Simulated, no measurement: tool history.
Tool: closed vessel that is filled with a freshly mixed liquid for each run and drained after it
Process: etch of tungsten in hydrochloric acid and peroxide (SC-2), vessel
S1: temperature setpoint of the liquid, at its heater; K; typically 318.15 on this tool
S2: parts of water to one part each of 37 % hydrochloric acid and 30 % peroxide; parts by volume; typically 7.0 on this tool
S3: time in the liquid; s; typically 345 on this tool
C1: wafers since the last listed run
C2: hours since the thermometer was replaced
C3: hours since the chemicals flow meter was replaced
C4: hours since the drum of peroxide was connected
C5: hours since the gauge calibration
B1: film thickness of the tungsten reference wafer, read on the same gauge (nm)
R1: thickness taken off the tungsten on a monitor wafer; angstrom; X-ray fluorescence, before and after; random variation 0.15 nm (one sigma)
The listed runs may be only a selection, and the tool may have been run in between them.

Run 1, hour 0.0: usual settings; C1 0; C2 2231.3; C3 1905.5; C4 876.2; C5 73.8; B1 139.98. Result: R1 577.0 angstrom.
Run 2, hour 16.7: usual settings; C1 1641; C2 2248.0; C3 1922.2; C4 892.9; C5 90.5; B1 140.01. Result: R1 578.9 angstrom.
Run 3, hour 23.5: usual settings; C1 668; C2 2254.8; C3 1929.0; C4 899.7; C5 97.3; B1 140.00. Result: R1 577.0 angstrom.
Run 4, hour 54.6: usual settings; C1 3056; C2 2285.9; C3 1960.1; C4 930.8; C5 128.4; B1 140.01. Result: R1 579.8 angstrom.
At hour 63.4: chemicals flow meter replaced.
Run 5, hour 70.2: usual settings; C1 1434; C2 2301.5; C3 6.8; C4 946.4; C5 144.0; B1 140.01. Result: R1 576.6 angstrom.
Run 6, hour 111.6: usual settings; C1 4068; C2 2342.9; C3 48.2; C4 987.8; C5 185.4; B1 140.03. Result: R1 583.2 angstrom.
At hour 125.0: new drum of peroxide connected.
Run 7, hour 125.5: usual settings; C1 1267; C2 2356.8; C3 62.1; C4 0.5; C5 199.3; B1 140.06. Result: R1 584.3 angstrom.
At hour 125.6: gauge calibrated.
Run 8, hour 135.3: usual settings but S1 325.65 K, S2 4.5 parts by volume; C1 963; C2 2366.6; C3 71.9; C4 10.3; C5 9.7; B1 140.03. Result: R1 1322.3 angstrom.
At hour 136.8: thermometer replaced.
Run 9, hour 150.3: usual settings but S2 5.0 parts by volume; C1 1375; C2 13.5; C3 86.9; C4 25.3; C5 24.7; B1 140.00. Result: R1 626.3 angstrom.
Run 10, hour 157.3: usual settings but S1 312.15 K, S2 8.5 parts by volume, S3 255 s; C1 687; C2 20.5; C3 93.9; C4 32.3; C5 31.7; B1 140.04. Result: R1 202.8 angstrom.
Run 11, hour 168.8: usual settings; C1 1130; C2 32.0; C3 105.4; C4 43.8; C5 43.2; B1 139.97. Result: R1 487.7 angstrom.
Run 12, hour 176.8: usual settings but S1 312.65 K, S2 4.0 parts by volume, S3 180 s; C1 786; C2 40.0; C3 113.4; C4 51.8; C5 51.2; B1 140.00. Result: R1 261.1 angstrom.
Run 13, hour 188.2: usual settings; C1 1120; C2 51.4; C3 124.8; C4 63.2; C5 62.6; B1 139.97. Result: R1 492.2 angstrom.
Run 14, hour 199.6: usual settings but S1 324.15 K, S3 160 s; C1 1120; C2 62.8; C3 136.2; C4 74.6; C5 74.0; B1 140.02. Result: R1 342.7 angstrom.

Give the tool's hidden conditions for every run:
chemicals flow above the setpoint (%): 0, the same for each run
peroxide weaker than its label (%): 0, the same for each run
gauge reads high (%): 0, the same for each run
H1: liquid hotter than its thermometer reads (K)
run     H1
  1   2.68
  2    2.7
  3   2.71
  4   2.74
  5   2.76
  6   2.81
  7   2.82
  8   2.83
  9  0.255
 10  0.263
 11  0.276
 12  0.285
 13  0.297
 14   0.31

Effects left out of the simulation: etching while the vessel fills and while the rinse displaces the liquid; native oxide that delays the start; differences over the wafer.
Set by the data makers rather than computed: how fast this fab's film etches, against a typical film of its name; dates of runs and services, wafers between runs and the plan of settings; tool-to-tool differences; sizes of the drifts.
